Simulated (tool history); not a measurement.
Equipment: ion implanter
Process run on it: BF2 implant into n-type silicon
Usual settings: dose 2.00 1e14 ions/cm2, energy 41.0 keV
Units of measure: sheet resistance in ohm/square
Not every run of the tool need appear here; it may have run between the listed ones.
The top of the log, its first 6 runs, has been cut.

run     day  dose  energy  read-back reference wafer on the same gauge, sheet resistance  sheet resistance
  7   6.479  2.00    41.0                                                         577.16            485.99
  8   7.775  2.00    41.0                                                         577.48            488.51
  9   9.129  2.00    41.0                                                         577.13            483.73
 10   9.762  2.00    41.0                                                         577.25            480.29
     11.338  -- extraction supply calibrated
 11  11.358  2.00    51.5                                                         576.32            471.63
 12  12.475  2.00    51.5                                                         577.38            472.59
 13  13.862  1.66    41.0                                                         577.01            557.48
 14  14.871  2.00    36.0                                                         576.83            486.06
 15  15.829  2.00    36.0                                                         576.69            486.74
 16  16.625  2.00    36.0                                                         576.23            487.19
 17  17.479  2.17    41.0                                                         576.70            453.39
 18  18.233  2.47    41.0                                                         577.33            408.53
 19  19.729  2.00    41.0                                                         577.41            481.24
 20  20.746  2.56    30.5                                                         576.93            402.26
     21.725  -- Faraday cup replaced and dose calibrated
 21  21.746  1.46    36.0                                                         576.98            611.83
 22  22.183  1.83    30.0                                                         576.30            518.75
 23  23.608  2.00    49.5                                                         576.92            463.77
 24  24.150  2.00    44.5                                                         577.19            470.78
 25  24.683  2.00    30.5                                                         577.56            477.61
 26  26.083  2.00    41.0                                                         576.98            470.20

For run 27, what comes out?
 27  27.433  1.51    35.0                                                              ?                 ?

read-back reference wafer on the same gauge, sheet resistance: 577.60
sheet resistance: 595.79 ohm/square
Had the tool carried no hidden state, the very same run would have given sheet resistance 624.45 ohm/square.

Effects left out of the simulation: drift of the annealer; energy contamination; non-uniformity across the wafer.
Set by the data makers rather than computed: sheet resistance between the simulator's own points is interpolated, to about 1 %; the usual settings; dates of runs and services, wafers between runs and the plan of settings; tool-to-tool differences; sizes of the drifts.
